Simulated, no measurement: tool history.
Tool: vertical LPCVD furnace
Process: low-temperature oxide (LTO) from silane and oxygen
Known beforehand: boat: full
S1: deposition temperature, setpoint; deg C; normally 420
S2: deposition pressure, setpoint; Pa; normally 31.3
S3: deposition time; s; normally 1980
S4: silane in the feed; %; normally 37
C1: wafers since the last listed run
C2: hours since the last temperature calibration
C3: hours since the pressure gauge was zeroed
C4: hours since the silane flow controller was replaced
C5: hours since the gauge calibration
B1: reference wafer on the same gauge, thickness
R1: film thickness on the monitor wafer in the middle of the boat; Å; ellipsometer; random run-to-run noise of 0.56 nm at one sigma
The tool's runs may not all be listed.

run     day   S1    S2    S3  S4   C1      C2      C3      C4     C5      B1      R1
  1       0  420  31.3  1980  37    0  3804.2  1745.7  2677.1   55.4  321.83  3547.8
  2   0.492  420  31.3  1980  37  187    3816  1757.5  2688.9   67.2  322.06  3537.2
  3   0.796  420  31.3  1980  37  115  3823.3  1764.8  2696.2   74.5  322.19  3536.2
  4   1.196  420  31.3  1980  37  152  3832.9  1774.4  2705.8   84.1  322.06  3542.1
  5     1.7  420  31.3  1980  37  192    3845  1786.5  2717.9   96.2  321.97  3545.4
  6   2.083  420  31.3  1980  37  146  3854.2  1795.7  2727.1  105.4  321.93  3540.3
  7   2.429  420  31.3  1980  37  131  3862.5    1804  2735.4  113.7  322.01    3537
  8   2.858  420  27.3  1980  37  163  3872.8  1814.3  2745.7    124  321.95  3063.3
  9     3.3  423  31.3  1980  32  168  3883.4  1824.9  2756.3  134.6  322.14  3031.7
 10   3.567  420  25.3  1740  37  101  3889.8  1831.3  2762.7    141  322.22  2483.3
 11   4.354  420  25.3  1740  37  300  3908.7  1850.2  2781.6  159.9  321.99  2475.6
      5.379  -- gauge calibrated
      5.708  -- silane flow controller replaced
 12   5.729  420  25.3  1740  37  142  3941.7  1883.2     0.5    8.4  321.96    2484
 13   5.917  420  28.7  1980  41   71  3946.2  1887.7       5   12.9  321.87  3626.4
 14   6.104  431  38.7  1680  37   71  3950.7  1892.2     9.5   17.4     322  4181.6
      7.467  -- thermocouples replaced and temperature profile calibrated
      8.396  -- pressure gauge zeroed
 15   8.417  417  31.3  2730  31  146    22.8     0.5      65   72.9     322  3931.5
 16   8.604  414  26.7  2490  32   71    27.3       5    69.5   77.4  321.89  3084.7
 17   8.792  424  31.3  1980  32   71    31.8     9.5      74   81.9  321.86    3215
 18   8.979  420  31.3  1980  37   71    36.3      14    78.5   86.4  321.93  3710.8
 19   9.346  420  25.3  1740  37  139    45.1    22.8    87.3   95.2  321.94  2631.5
 20   9.608  420  31.3  1980  37  100    51.4    29.1    93.6  101.5   322.1    3709
 21  10.175  424  25.3  2220  32  215      65    42.7   107.2  115.1  322.04  2903.1
 22  10.679  427    24  1230  33  192    77.1    54.8   119.3  127.2   321.9  1639.6
 23    11.2  426  31.3  1980  35  198    89.6    67.3   131.8  139.7  321.96  3675.1
 24   11.65  420  31.3  1980  39  171   100.4    78.1   142.6  150.5  322.07  3939.5

Pick out some run-to-run changes in R1. Of each, how much would a tool without hidden state show as well, from the settings, what came in and chance, and how much is left for the hidden state and any gauge scatter not in both results compared?
The tool's hidden condition here consists of: true tube temperature minus thermocouple reading, K; true pressure minus gauge reading, mTorr; deviation of the silane flow from its setpoint, %; gauge reads high (%).
Run 12 -> 13: S2 25.3 -> 28.7, S3 1740 -> 1980, S4 37 -> 41. R1 +1142.4 Å: hidden state -44.9, all else +1187.3.
Run 14 -> 15: S1 431 -> 417, S2 38.7 -> 31.3, S3 1680 -> 2730, S4 37 -> 31, thermocouples replaced and temperature profile calibrated, pressure gauge zeroed. R1 -250.1 Å: hidden state +169.6, all else -419.7.
Run 21 -> 22: S1 424 -> 427, S2 25.3 -> 24, S3 2220 -> 1230, S4 32 -> 33. R1 -1263.5 Å: hidden state +1.5, all else -1265.
Run 22 -> 23: S1 427 -> 426, S2 24 -> 31.3, S3 1230 -> 1980, S4 33 -> 35. R1 +2035.5 Å: hidden state -3.6, all else +2039.1.

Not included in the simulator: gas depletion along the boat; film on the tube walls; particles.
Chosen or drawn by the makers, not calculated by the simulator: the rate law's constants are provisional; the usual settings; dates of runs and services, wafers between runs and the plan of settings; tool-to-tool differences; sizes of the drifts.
